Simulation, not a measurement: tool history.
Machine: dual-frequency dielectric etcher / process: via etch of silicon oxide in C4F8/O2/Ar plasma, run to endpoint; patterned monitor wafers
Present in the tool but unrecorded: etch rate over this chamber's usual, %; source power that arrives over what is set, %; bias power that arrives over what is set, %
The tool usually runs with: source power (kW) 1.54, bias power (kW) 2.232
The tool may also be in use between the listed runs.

run    hour  source power (kW)  bias power (kW)  wafers since the last listed run  hours since the last wet clean  hours since the last source power generator calibration  hours since the last bias power generator calibration  hours since the last upper electrode change  incoming incoming film thickness, nm  endpoint time (s)
  1       0               1.54            2.232                                 0                           467.4                                                   2056.2                                                 3074.7                                       1102.9                                 930.8                209
  2    28.3               1.54            2.232                               109                           495.7                                                   2084.5                                                   3103                                       1131.2                                 921.8              208.5
       58.9  -- wet clean of the chamber
  3    92.5               1.54            2.232                               155                            33.6                                                   2148.7                                                 3167.2                                       1195.4                                 922.1              221.9
  4     120               1.46            2.232                               106                            61.1                                                   2176.2                                                 3194.7                                       1222.9                                 925.1              223.8
  5   145.4               1.46            2.232                                98                            86.5                                                   2201.6                                                 3220.1                                       1248.3                                 924.8              223.4
  6   217.1               1.54             2.54                               278                           158.2                                                   2273.3                                                 3291.8                                         1320                                 932.1              211.2
  7   279.6               1.54            2.232                               242                           220.7                                                   2335.8                                                 3354.3                                       1382.5                                 921.5              214.4
  8     307               1.54            2.232                               106                           248.1                                                   2363.2                                                 3381.7                                       1409.9                                 925.9              213.6
  9   376.5               1.54            2.232                               269                           317.6                                                   2432.7                                                 3451.2                                       1479.4                                 924.2              211.3
 10   447.9               1.54            2.232                               276                             389                                                   2504.1                                                 3522.6                                       1550.8                                 931.7              214.1
 11   510.9               1.54            2.232                               244                             452                                                   2567.1                                                 3585.6                                       1613.8                                 918.9              209.9
      535.4  -- bias power generator calibrated
 12   539.8               1.54            2.232                                96                           480.9                                                     2596                                                    4.4                                       1642.7                                 919.5                208
      571.2  -- wet clean of the chamber
 13     602               1.54            2.368                               148                            30.8                                                   2658.2                                                   66.6                                       1704.9                                 920.2              210.8
 14   669.7               1.54            2.368                               262                            98.5                                                   2725.9                                                  134.3                                       1772.6                                 924.3              212.2
 15   701.5               1.54            2.232                               123                           130.3                                                   2757.7                                                  166.1                                       1804.4                                 916.3              215.9
      728.3  -- source power generator calibrated
 16   754.8               1.65            2.593                               191                           183.6                                                     26.5                                                  219.4                                       1857.7                                   925              199.4
 17   865.1               1.54            2.232                               427                           293.9                                                    136.8                                                  329.7                                         1968                                 918.6              212.6
 18   939.1               1.37            2.232                               287                           367.9                                                    210.8                                                  403.7                                         2042                                 922.4              221.6
 19   968.8               1.54            2.232                               115                           397.6                                                    240.5                                                  433.4                                       2071.7                                 909.7              207.8
 20  1012.9               1.85            2.003                               171                           441.7                                                    284.6                                                  477.5                                       2115.8                                 913.8                200
 21  1052.4               1.76            1.897                               153                           481.2                                                    324.1                                                    517                                       2155.3                                 916.3              206.3
     1079.5  -- wet clean of the chamber
     1094.2  -- upper electrode replaced
 22  1122.1               1.39            2.232                               120                            42.6                                                    393.8                                                  586.7                                         27.9                                 920.3              231.4
 23  1187.4               1.54             2.58                               253                           107.9                                                    459.1                                                    652                                         93.2                                 924.3              207.2
 24  1244.4                1.2            2.232                               221                           164.9                                                    516.1                                                    709                                        150.2                                 917.4              237.4
 25  1270.1               1.54            2.232                                99                           190.6                                                    541.8                                                  734.7                                        175.9                                 924.6              217.9
 26  1299.7               1.28            2.386                               114                           220.2                                                    571.4                                                  764.3                                        205.5                                 918.4              225.1
 27  1379.7               1.75            2.232                               310                           300.2                                                    651.4                                                  844.3                                        285.5                                 925.1              203.4
 28  1450.1               1.54            2.728                               273                           370.6                                                    721.8                                                  914.7                                        355.9                                   931              200.2
 29    1514               1.81            1.766                               247                           434.5                                                    785.7                                                  978.6                                        419.8                                   924              213.1
 30  1541.5               1.54            2.232                               106                             462                                                    813.2                                                 1006.1                                        447.3                                 930.1                215
 31  1602.6               1.74             2.58                               237                           523.1                                                    874.3                                                 1067.2                                        508.4                                 914.9              187.3
 32  1666.2                1.4             2.74                               246                           586.7                                                    937.9                                                 1130.8                                          572                                 925.4              202.4
     1712.1  -- wet clean of the chamber
 33  1712.6               1.29            2.232                                86                             0.5                                                    984.3                                                 1177.2                                        618.4                                   929                237
 34  1729.9               1.54            2.232                                67                            17.8                                                   1001.6                                                 1194.5                                        635.7                                 927.4              221.2

Alternative continuations, all from the tool just after run 34; predict every row:
  A  1730.4               1.54            2.232                                 1                            18.3                                                   1002.1                                                   1195                                        636.2                                 917.7                  ?
  B  1730.4               1.33            2.507                                 1                            18.3                                                   1002.1                                                   1195                                        636.2                                 917.7                  ?
  C  1730.4               1.42            2.089                                 1                            18.3                                                   1002.1                                                   1195                                        636.2                                 917.7                  ?
  D  1730.4               1.54            2.753                                 1                            18.3                                                   1002.1                                                   1195                                        636.2                                 917.7                  ?
  E  1730.4               1.21            2.232                                 1                            18.3                                                   1002.1                                                   1195                                        636.2                                 917.7                  ?

run  endpoint time (s)
  A              216.9
  B              221.6
  C                229
  D              202.5
  E              239.3
Without the tool's hidden state the same runs would have given:
run  endpoint time (s)
  A              217.2
  B                222
  C              229.3
  D              202.8
  E              239.7
